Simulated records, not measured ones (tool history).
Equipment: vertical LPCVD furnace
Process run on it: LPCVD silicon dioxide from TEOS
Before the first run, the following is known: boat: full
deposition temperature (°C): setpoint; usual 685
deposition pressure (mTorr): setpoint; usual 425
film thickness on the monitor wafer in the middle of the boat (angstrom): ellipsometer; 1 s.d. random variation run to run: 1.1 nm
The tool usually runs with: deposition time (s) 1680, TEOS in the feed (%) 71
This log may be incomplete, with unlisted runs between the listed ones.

run   hour  deposition temperature (°C)  deposition pressure (mTorr)  deposition time (s)  TEOS in the feed (%)  wafers since the last listed run  hours since the last temperature calibration  hours since the pressure gauge was zeroed  hours since the TEOS flow controller was replaced  hours since the gauge calibration  read-back reference wafer on the same gauge, thickness  film thickness on the monitor wafer in the middle of the boat (angstrom)
  1      0                          685                          425                 1680                    71                                 0                                          1532                                     3039.8                                             5511.7                              258.9                                                  199.17                                                                    1948.7
  2   79.3                          685                          425                 1680                    71                              1643                                        1611.3                                     3119.1                                               5591                              338.2                                                  199.43                                                                      1970
  3  266.1                          685                          425                 1680                    71                              3870                                        1798.1                                     3305.9                                             5777.8                                525                                                  199.11                                                                    1966.9
  4  363.5                          685                          425                 1680                    71                              2018                                        1895.5                                     3403.3                                             5875.2                              622.4                                                  198.98                                                                    1969.1
  5  452.2                          690                          425                 1680                    71                              1837                                        1984.2                                       3492                                             5963.9                              711.1                                                  198.64                                                                    2233.8
  6  493.1                          685                          425                 1680                    65                               847                                        2025.1                                     3532.9                                             6004.8                                752                                                   199.3                                                                    1888.7
  7  546.9                          685                          425                 1680                    71                              1114                                        2078.9                                     3586.7                                             6058.6                              805.8                                                  198.87                                                                    1977.7
     624.8  -- thermocouples replaced and temperature profile calibrated
  8  627.1                          685                          425                 1680                    63                              1164                                           2.3                                     3666.9                                             6138.8                                886                                                   198.9                                                                    1975.7
     677.6  -- gauge calibrated
  9  723.9                          685                          390                 1680                    71                              2005                                          99.1                                     3763.7                                             6235.6                               46.3                                                  199.14                                                                    2024.5

Run 10 is up next; what results do you expect?
     767.6  -- thermocouples replaced and temperature profile calibrated, repeated, since the last time left the tool worse
     795.4  -- pressure gauge zeroed
     799.2  -- TEOS flow controller replaced
 10  817.6                          680                          425                 1680                    67                               869                                            50                                       22.2                                               18.4                                140                                                       ?                                                                         ?

{"run 10": {"read-back reference wafer on the same gauge, thickness": 198.58, "film thickness on the monitor wafer in the middle of the boat (angstrom)": 1613.1}}
Without the tool's hidden state the same run would have given film thickness on the monitor wafer in the middle of the boat (angstrom) 1608.1.
